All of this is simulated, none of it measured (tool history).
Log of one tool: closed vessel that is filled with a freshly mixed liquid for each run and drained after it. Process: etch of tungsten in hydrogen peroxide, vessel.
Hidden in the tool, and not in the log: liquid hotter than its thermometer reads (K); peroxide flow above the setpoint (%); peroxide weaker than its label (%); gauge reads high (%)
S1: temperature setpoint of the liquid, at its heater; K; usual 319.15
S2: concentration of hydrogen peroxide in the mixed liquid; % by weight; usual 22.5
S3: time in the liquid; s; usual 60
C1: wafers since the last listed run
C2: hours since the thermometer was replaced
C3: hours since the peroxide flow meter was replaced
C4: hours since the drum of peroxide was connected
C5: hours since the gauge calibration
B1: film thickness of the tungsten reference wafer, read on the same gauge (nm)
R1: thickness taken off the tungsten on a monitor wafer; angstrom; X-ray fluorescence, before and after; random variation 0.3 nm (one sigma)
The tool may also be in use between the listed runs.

run	day	S1	S2	S3	C1	C2	C3	C4	C5	B1	R1
1	0	314.65	22.5	85	0	2902.1	360.4	96.4	1229.3	120	456.5
2	1.492	319.15	22.5	60	4169	2937.9	396.2	132.2	1265.1	119.99	418.2
3	2.542	319.15	22.5	60	2934	2963.1	421.4	157.4	1290.3	119.99	417.6
4	6.067	319.15	22.5	60	9852	3047.7	506	242	1374.9	119.98	413.3
# day 7.017: thermometer replaced
5	10.783	319.15	22.5	60	13067	90.4	619.2	355.2	1488.1	120.02	384.9
6	12.596	319.15	22.5	60	5066	133.9	662.7	398.7	1531.6	119.99	388.2
7	13.646	319.15	22.5	60	2934	159.1	687.9	423.9	1556.8	120	383.5
8	15.767	319.15	22.5	60	5928	210	738.8	474.8	1607.7	120	385
# day 17.312: peroxide flow meter replaced
9	17.933	319.15	22.5	60	5939	262	14.9	526.8	1659.7	120.01	382.8
# day 18.508: new drum of peroxide connected
10	20.167	319.15	22.5	60	6126	315.6	68.5	39.8	1713.3	119.99	394.2
11	21.612	324.65	24.5	75	4041	350.3	103.2	74.5	1748	120	721.6
12	24.333	310.15	22.5	40	7605	415.6	168.5	139.8	1813.3	119.99	146.5
13	27.125	319.15	22.5	30	7803	482.6	235.5	206.8	1880.3	120.02	198.3
14	29.925	319.15	22.5	95	7826	549.8	302.7	274	1947.5	120.02	622.6
# day 31.088: gauge calibrated
15	31.629	324.65	17.5	40	4763	590.7	343.6	314.9	13	119.99	324.4
16	34.496	312.65	28	50	8012	659.5	412.4	383.7	81.8	120.01	239.3
17	36.354	319.15	24.5	60	5194	704.1	457	428.3	126.4	120	410.9
18	42.538	319.15	25.5	30	17283	852.5	605.4	576.7	274.8	119.99	206.1
# day 43.392: new drum of peroxide connected
19	44.658	315.65	22.5	50	5811	903.4	656.3	30.4	325.7	120.03	270.6
20	45.696	323.65	19	85	2899	928.3	681.2	55.3	350.6	119.99	693.1
21	47.471	319.15	22.5	60	4961	970.9	723.8	97.9	393.2	120	405.6
22	48.562	312.15	28.5	70	3051	997.1	750	124.1	419.4	120	334.6
23	51.179	319.15	15.5	60	7313	1059.9	812.8	186.9	482.2	120.01	333.4
24	53.425	319.15	20	40	6277	1113.8	866.7	240.8	536.1	120	248.8
# day 55.558: peroxide flow meter replaced
25	56.346	314.15	22.5	60	8047	1183.9	18.9	310.9	606.2	120.02	292.3
26	57.529	329.15	18.5	75	3307	1212.3	47.3	339.3	634.6	119.99	812.8
27	58.675	310.65	18	85	3202	1239.8	74.8	366.8	662.1	120	293.1
28	61.054	319.15	18.5	40	6650	1296.9	131.9	423.9	719.2	119.99	239.4
29	62.858	319.15	24.5	60	5042	1340.2	175.2	467.2	762.5	120	415.6
# day 67.475: new drum of peroxide connected
30	67.746	319.15	22.5	60	13544	1457.5	292.5	6.5	879.8	120	414.6
31	70.712	319.15	22.5	60	8292	1528.7	363.7	77.7	951	120.01	407.2

3 ways to go on from here, each from the tool as it stands after run 31. What would each give?
A	70.742	311.15	22.5	60	81	1529.4	364.4	78.4	951.7	?	?
B	70.742	324.65	22.5	60	81	1529.4	364.4	78.4	951.7	?	?
C	70.742	324.65	28.5	70	81	1529.4	364.4	78.4	951.7	?	?

run	B1	R1
A	120	242.9
B	120	568
C	120	745.7
Without the tool's hidden state the same runs would have given:
run	R1
A	234.4
B	549.9
C	722.1

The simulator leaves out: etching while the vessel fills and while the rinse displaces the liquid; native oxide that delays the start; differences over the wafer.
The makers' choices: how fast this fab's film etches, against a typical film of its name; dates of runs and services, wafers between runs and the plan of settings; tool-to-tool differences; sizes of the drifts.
